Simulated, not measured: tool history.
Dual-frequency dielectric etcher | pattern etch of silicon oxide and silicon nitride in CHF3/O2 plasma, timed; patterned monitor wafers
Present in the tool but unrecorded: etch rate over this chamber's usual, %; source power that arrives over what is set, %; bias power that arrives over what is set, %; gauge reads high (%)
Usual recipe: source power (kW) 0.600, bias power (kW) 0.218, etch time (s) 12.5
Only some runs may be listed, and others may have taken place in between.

run,hour,source power (kW),bias power (kW),etch time (s),wafers since the last listed run,hours since the last wet clean,hours since the last source power generator calibration,hours since the last bias power generator calibration,hours since the last upper electrode change,hours since the gauge calibration,"read-back reference wafer on the same gauge, depth_nm",mean etch depth across the wafer (nm)
1,0.0,0.600,0.218,12.5,0,638.5,951.0,3586.6,3912.1,3748.2,21.63,21.80
# hour 135.3: wet clean of the chamber
# hour 156.8: upper electrode replaced
2,184.8,0.600,0.245,12.5,2290,49.5,1135.8,3771.4,28.0,3933.0,21.67,23.06
3,248.9,0.600,0.245,12.5,1054,113.6,1199.9,3835.5,92.1,3997.1,21.71,22.89
# hour 278.3: gauge calibrated
4,299.2,0.600,0.245,12.5,827,163.9,1250.2,3885.8,142.4,20.9,20.39,21.87
5,366.4,0.600,0.218,12.5,1105,231.1,1317.4,3953.0,209.6,88.1,20.41,20.54
6,424.8,0.520,0.194,9.0,960,289.5,1375.8,4011.4,268.0,146.5,20.41,13.97
7,464.4,0.660,0.218,12.5,651,329.1,1415.4,4051.0,307.6,186.1,20.42,21.24
# hour 632.1: bias power generator calibrated
8,645.8,0.690,0.218,11.0,2918,510.5,1596.8,13.7,489.0,367.5,20.50,18.77
9,698.6,0.690,0.251,15.5,868,563.3,1649.6,66.5,541.8,420.3,20.50,27.94
10,778.1,0.500,0.218,12.5,1307,642.8,1729.1,146.0,621.3,499.8,20.54,20.20
# hour 828.8: wet clean of the chamber
11,848.3,0.600,0.218,12.5,760,19.5,1799.3,216.2,691.5,570.0,20.55,20.85
# hour 855.4: source power generator calibrated
12,898.2,0.730,0.251,14.0,755,69.4,42.8,266.1,741.4,619.9,20.61,25.56
13,990.9,0.530,0.165,12.5,1524,162.1,135.5,358.8,834.1,712.6,20.63,18.29
14,1075.7,0.600,0.218,12.5,1394,246.9,220.3,443.6,918.9,797.4,20.64,20.88
15,1127.3,0.710,0.204,14.0,848,298.5,271.9,495.2,970.5,849.0,20.68,23.40
16,1399.7,0.600,0.248,12.5,4481,570.9,544.3,767.6,1242.9,1121.4,20.74,22.29
17,1452.2,0.600,0.218,11.5,863,623.4,596.8,820.1,1295.4,1173.9,20.79,19.19
18,1497.0,0.600,0.218,12.5,736,668.2,641.6,864.9,1340.2,1218.7,20.82,20.94
19,1582.0,0.600,0.218,9.5,1398,753.2,726.6,949.9,1425.2,1303.7,20.83,15.95
# hour 1629.9: wet clean of the chamber
20,1661.4,0.510,0.218,8.5,911,31.5,806.0,1029.3,1504.6,1383.1,20.81,13.82
21,1766.3,0.530,0.191,9.0,1725,136.4,910.9,1134.2,1609.5,1488.0,20.86,14.24
22,1827.8,0.730,0.218,12.5,1011,197.9,972.4,1195.7,1671.0,1549.5,20.88,21.92
23,1911.3,0.550,0.270,10.5,1373,281.4,1055.9,1279.2,1754.5,1633.0,20.90,19.19
24,1984.9,0.600,0.218,12.5,1210,355.0,1129.5,1352.8,1828.1,1706.6,20.98,21.15
25,2044.4,0.600,0.218,12.5,978,414.5,1189.0,1412.3,1887.6,1766.1,20.97,21.21
26,2091.9,0.600,0.194,9.5,781,462.0,1236.5,1459.8,1935.1,1813.6,21.01,15.36
27,2173.5,0.740,0.246,15.0,1342,543.6,1318.1,1541.4,2016.7,1895.2,21.03,28.11
28,2264.8,0.530,0.218,9.0,1501,634.9,1409.4,1632.7,2108.0,1986.5,21.05,14.99

For some of the steps in mean etch depth across the wafer (nm) from one run to the next: how much would appear even if the tool had no hidden state, given the settings, what came in and random variation, and how much remains for the hidden state plus any gauge scatter that the measured result and the result without hidden state don't share?
Run 3 -> 4: gauge calibrated. mean etch depth across the wafer (nm) -1.02: hidden state -1.43, all else +0.41.
Run 26 -> 27: source power (kW) 0.600 -> 0.740, bias power (kW) 0.194 -> 0.246, etch time (s) 9.5 -> 15.0. mean etch depth across the wafer (nm) +12.75: hidden state +0.46, all else +12.29.
Run 27 -> 28: source power (kW) 0.740 -> 0.530, bias power (kW) 0.246 -> 0.218, etch time (s) 15.0 -> 9.0. mean etch depth across the wafer (nm) -13.12: hidden state -0.43, all else -12.69.
